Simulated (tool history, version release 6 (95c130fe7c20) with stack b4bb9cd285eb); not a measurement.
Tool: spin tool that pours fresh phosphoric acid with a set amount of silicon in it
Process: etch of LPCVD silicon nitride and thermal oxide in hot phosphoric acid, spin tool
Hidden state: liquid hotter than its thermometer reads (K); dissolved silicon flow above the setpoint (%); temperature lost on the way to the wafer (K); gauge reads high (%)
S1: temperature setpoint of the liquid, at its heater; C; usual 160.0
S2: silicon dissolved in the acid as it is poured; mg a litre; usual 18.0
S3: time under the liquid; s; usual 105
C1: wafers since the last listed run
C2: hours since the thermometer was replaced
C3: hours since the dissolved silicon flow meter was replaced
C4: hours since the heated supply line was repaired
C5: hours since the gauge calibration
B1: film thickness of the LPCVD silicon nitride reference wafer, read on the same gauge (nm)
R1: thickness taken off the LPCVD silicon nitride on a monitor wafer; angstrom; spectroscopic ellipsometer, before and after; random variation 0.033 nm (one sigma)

Run 1, hour 0.0: usual settings but S2 25.5 mg a litre; C1 0; C2 1237.6; C3 460.6; C4 1017.8; C5 1971.5; B1 40.00. Result: R1 94.5 angstrom.
Run 2, hour 86.9: usual settings but S2 25.5 mg a litre; C1 1170; C2 1324.5; C3 547.5; C4 1104.7; C5 2058.4; B1 40.01. Result: R1 93.7 angstrom.
At hour 130.8: thermometer replaced.
Run 3, hour 157.4: usual settings but S3 90 s; C1 935; C2 26.6; C3 618.0; C4 1175.2; C5 2128.9; B1 39.98. Result: R1 80.5 angstrom.
Run 4, hour 233.8: usual settings but S3 90 s; C1 1028; C2 103.0; C3 694.4; C4 1251.6; C5 2205.3; B1 40.00. Result: R1 79.9 angstrom.
At hour 292.2: dissolved silicon flow meter replaced.
Run 5, hour 309.2: usual settings but S1 157.5 C, S2 26.0 mg a litre, S3 125 s; C1 1001; C2 178.4; C3 17.0; C4 1327.0; C5 2280.7; B1 40.00. Result: R1 102.4 angstrom.
Run 6, hour 372.1: usual settings but S2 26.5 mg a litre, S3 85 s; C1 847; C2 241.3; C3 79.9; C4 1389.9; C5 2343.6; B1 40.01. Result: R1 76.0 angstrom.
At hour 388.4: gauge calibrated.
Run 7, hour 458.5: usual settings; C1 1163; C2 327.7; C3 166.3; C4 1476.3; C5 70.1; B1 39.97. Result: R1 93.2 angstrom.
At hour 514.6: heated supply line repaired.
Run 8, hour 553.9: usual settings but S1 162.5 C, S3 55 s; C1 1271; C2 423.1; C3 261.7; C4 39.3; C5 165.5; B1 40.00. Result: R1 55.0 angstrom.
Run 9, hour 641.1: usual settings but S3 75 s; C1 1174; C2 510.3; C3 348.9; C4 126.5; C5 252.7; B1 40.01. Result: R1 68.8 angstrom.
Run 10, hour 731.6: usual settings; C1 1218; C2 600.8; C3 439.4; C4 217.0; C5 343.2; B1 40.03. Result: R1 96.1 angstrom.
Run 11, hour 834.8: usual settings but S1 162.5 C, S2 24.0 mg a litre; C1 1389; C2 704.0; C3 542.6; C4 320.2; C5 446.4; B1 39.98. Result: R1 104.2 angstrom.
Run 12, hour 878.4: usual settings but S1 159.0 C, S2 22.0 mg a litre, S3 145 s; C1 587; C2 747.6; C3 586.2; C4 363.8; C5 490.0; B1 39.99. Result: R1 127.4 angstrom.
Run 13, hour 966.5: usual settings but S1 157.5 C, S2 26.0 mg a litre, S3 125 s; C1 1186; C2 835.7; C3 674.3; C4 451.9; C5 578.1; B1 39.99. Result: R1 104.5 angstrom.
At hour 1010.8: dissolved silicon flow meter replaced.
Run 14, hour 1037.5: usual settings but S2 10.0 mg a litre, S3 75 s; C1 942; C2 906.7; C3 26.7; C4 522.9; C5 649.1; B1 39.98. Result: R1 67.8 angstrom.
Run 15, hour 1114.3: usual settings; C1 1034; C2 983.5; C3 103.5; C4 599.7; C5 725.9; B1 40.00. Result: R1 94.8 angstrom.
Run 16, hour 1196.7: usual settings but S3 150 s; C1 1109; C2 1065.9; C3 185.9; C4 682.1; C5 808.3; B1 39.99. Result: R1 136.4 angstrom.
Run 17, hour 1248.8: usual settings but S1 158.0 C, S2 12.0 mg a litre; C1 701; C2 1118.0; C3 238.0; C4 734.2; C5 860.4; B1 39.99. Result: R1 89.1 angstrom.
Run 18, hour 1285.2: usual settings but S1 161.0 C, S2 31.5 mg a litre, S3 165 s; C1 490; C2 1154.4; C3 274.4; C4 770.6; C5 896.8; B1 39.99. Result: R1 153.7 angstrom.
Run 19, hour 1384.0: usual settings but S2 31.0 mg a litre; C1 1330; C2 1253.2; C3 373.2; C4 869.4; C5 995.6; B1 40.01. Result: R1 95.1 angstrom.
Run 20, hour 1485.7: usual settings but S1 158.5 C, S2 4.0 mg a litre, S3 125 s; C1 1369; C2 1354.9; C3 474.9; C4 971.1; C5 1097.3; B1 40.00. Result: R1 106.8 angstrom.
Run 21, hour 1560.8: usual settings; C1 1011; C2 1430.0; C3 550.0; C4 1046.2; C5 1172.4; B1 40.04. Result: R1 94.2 angstrom.
Run 22, hour 1641.7: usual settings but S1 158.0 C, S2 12.0 mg a litre, S3 80 s; C1 1089; C2 1510.9; C3 630.9; C4 1127.1; C5 1253.3; B1 40.01. Result: R1 67.1 angstrom.

4 ways to go on from here, each from the tool as it stands after run 22. What would each give?
Run A, hour 1642.1: usual settings but S3 130 s; C1 5; C2 1511.3; C3 631.3; C4 1127.5; C5 1253.7; B1 ?. Result: R1 ?.
Run B, hour 1642.1: usual settings but S1 163.0 C, S2 13.0 mg a litre, S3 60 s; C1 5; C2 1511.3; C3 631.3; C4 1127.5; C5 1253.7; B1 ?. Result: R1 ?.
Run C, hour 1642.1: usual settings but S1 162.5 C, S2 4.5 mg a litre, S3 55 s; C1 5; C2 1511.3; C3 631.3; C4 1127.5; C5 1253.7; B1 ?. Result: R1 ?.
Run D, hour 1642.1: usual settings but S1 157.0 C, S2 24.0 mg a litre, S3 155 s; C1 5; C2 1511.3; C3 631.3; C4 1127.5; C5 1253.7; B1 ?. Result: R1 ?.

run     B1     R1
  A  39.99  115.8
  B  39.99   59.1
  C  39.99   53.3
  D  39.99  124.6
Without the tool's hidden state the same runs would have given:
run     R1
  A  119.4
  B   60.9
  C   54.9
  D  128.6
